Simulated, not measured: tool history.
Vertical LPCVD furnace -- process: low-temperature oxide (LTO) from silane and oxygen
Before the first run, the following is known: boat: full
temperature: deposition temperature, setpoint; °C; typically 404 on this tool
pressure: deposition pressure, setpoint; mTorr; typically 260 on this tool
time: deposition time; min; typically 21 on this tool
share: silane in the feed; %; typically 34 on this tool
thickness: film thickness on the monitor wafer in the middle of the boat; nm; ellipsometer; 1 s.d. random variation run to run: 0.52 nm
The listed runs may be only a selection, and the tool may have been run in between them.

| run | day | temperature | pressure | time | share | wafers since the last listed run | hours since the last temperature calibration | hours since the pressure gauge was zeroed | hours since the silane flow controller was replaced | hours since the gauge calibration | read-back reference wafer on the same gauge, thickness | thickness |
|---|---|---|---|---|---|---|---|---|---|---|---|---|
| 1 | 0 | 404 | 260 | 21 | 34 | 0 | 3799.1 | 3164.8 | 2894.1 | 896 | 147.89 | 183.68 |
| 2 | 2.458 | 404 | 260 | 21 | 34 | 490 | 3858.1 | 3223.8 | 2953.1 | 955 | 148.03 | 183.46 |
| 3 | 4.138 | 404 | 260 | 21 | 34 | 335 | 3898.4 | 3264.1 | 2993.4 | 995.3 | 147.98 | 183.46 |
|  | 6.538 | silane flow controller replaced |
| 4 | 6.558 | 404 | 260 | 21 | 34 | 283 | 3956.5 | 3322.2 | 0.5 | 1053.4 | 147.97 | 182.38 |
| 5 | 7.571 | 404 | 230 | 21 | 34 | 202 | 3980.8 | 3346.5 | 24.8 | 1077.7 | 148.14 | 162.37 |
| 6 | 8.938 | 404 | 230 | 21 | 34 | 272 | 4013.6 | 3379.3 | 57.6 | 1110.5 | 147.94 | 162.92 |
| 7 | 10.329 | 404 | 230 | 21 | 34 | 277 | 4047 | 3412.7 | 91 | 1143.9 | 147.92 | 162.4 |
| 8 | 11.704 | 411 | 260 | 21 | 34 | 274 | 4080 | 3445.7 | 124 | 1176.9 | 148.02 | 198.39 |
| 9 | 14.375 | 411 | 260 | 21 | 34 | 532 | 4144.1 | 3509.8 | 188.1 | 1241 | 148.15 | 198.64 |
| 10 | 16.775 | 404 | 260 | 21 | 34 | 478 | 4201.7 | 3567.4 | 245.7 | 1298.6 | 147.96 | 184.5 |
| 11 | 19.317 | 404 | 260 | 21 | 34 | 507 | 4262.7 | 3628.4 | 306.7 | 1359.6 | 148.08 | 183.29 |
| 12 | 22.212 | 404 | 205 | 21 | 34 | 577 | 4332.2 | 3697.9 | 376.2 | 1429.1 | 147.97 | 145.2 |
| 13 | 24.208 | 404 | 260 | 16.5 | 34 | 398 | 4380.1 | 3745.8 | 424.1 | 1477 | 147.92 | 144.76 |
| 14 | 31.8 | 404 | 280 | 21 | 37 | 1514 | 4562.3 | 3928 | 606.3 | 1659.2 | 148.14 | 220.49 |
| 15 | 33.95 | 396 | 325 | 29 | 31 | 428 | 4613.9 | 3979.6 | 657.9 | 1710.8 | 148.08 | 256.32 |
| 16 | 35.55 | 396 | 325 | 29 | 31 | 319 | 4652.3 | 4018 | 696.3 | 1749.2 | 147.95 | 254.75 |
| 17 | 37.042 | 416 | 260 | 15 | 34 | 297 | 4688.1 | 4053.8 | 732.1 | 1785 | 147.97 | 149.79 |
| 18 | 38.75 | 404 | 260 | 21 | 34 | 340 | 4729.1 | 4094.8 | 773.1 | 1826 | 147.86 | 183.4 |
| 19 | 40.933 | 395 | 260 | 21 | 34 | 435 | 4781.5 | 4147.2 | 825.5 | 1878.4 | 148.06 | 165.71 |
|  | 42.8 | pressure gauge zeroed |
| 20 | 43.258 | 415 | 220 | 28 | 36 | 264 | 4837.3 | 11 | 881.3 | 1934.2 | 147.88 | 252.94 |
|  | 44.425 | thermocouples replaced and temperature profile calibrated |
| 21 | 45.579 | 414 | 260 | 21 | 34 | 263 | 27.7 | 66.7 | 937 | 1989.9 | 147.82 | 196.14 |
| 22 | 48.029 | 398 | 220 | 21 | 34 | 488 | 86.5 | 125.5 | 995.8 | 2048.7 | 147.89 | 139.54 |
| 23 | 49.404 | 404 | 205 | 21 | 30 | 274 | 119.5 | 158.5 | 1028.8 | 2081.7 | 148.04 | 116.58 |
|  | 51.679 | gauge calibrated |
| 24 | 52.108 | 404 | 320 | 17 | 38 | 539 | 184.4 | 223.4 | 1093.7 | 10.3 | 147.9 | 203.42 |
| 25 | 53.138 | 392 | 260 | 17.5 | 34 | 205 | 209.1 | 248.1 | 1118.4 | 35 | 148 | 128.86 |
| 26 | 55.079 | 415 | 325 | 21 | 28 | 387 | 255.7 | 294.7 | 1165 | 81.6 | 148.01 | 190.07 |
| 27 | 61.604 | 400 | 260 | 21 | 34 | 1301 | 412.3 | 451.3 | 1321.6 | 238.2 | 147.95 | 169.01 |
| 28 | 63.758 | 399 | 260 | 27.5 | 34 | 429 | 464 | 503 | 1373.3 | 289.9 | 147.96 | 219.53 |
| 29 | 65.688 | 400 | 260 | 21 | 34 | 384 | 510.3 | 549.3 | 1419.6 | 336.2 | 148.15 | 169.74 |
| 30 | 67.408 | 399 | 275 | 24 | 31 | 343 | 551.6 | 590.6 | 1460.9 | 377.5 | 147.96 | 178.99 |
| 31 | 69.938 | 393 | 230 | 29 | 30 | 504 | 612.3 | 651.3 | 1521.6 | 438.2 | 148.16 | 160.46 |
| 32 | 72.338 | 404 | 260 | 27 | 34 | 478 | 669.9 | 708.9 | 1579.2 | 495.8 | 147.93 | 229.54 |

Each row is a separate what-if for the run after 32, all from the same tool condition, not one after another. Results?
| A | 72.55 | 404 | 260 | 21 | 34 | 42 | 675 | 714 | 1584.3 | 500.9 | ? | ? |
| B | 72.55 | 398 | 315 | 23.5 | 27 | 42 | 675 | 714 | 1584.3 | 500.9 | ? | ? |
| C | 72.55 | 404 | 235 | 21 | 34 | 42 | 675 | 714 | 1584.3 | 500.9 | ? | ? |

| run | read-back reference wafer on the same gauge, thickness | thickness |
|---|---|---|
| A | 148.15 | 178.32 |
| B | 148.15 | 161.49 |
| C | 148.15 | 161.17 |
Had the tool no hidden state, the same runs would have come out as:
| run | thickness |
|---|---|
| A | 174.69 |
| B | 157.95 |
| C | 157.89 |
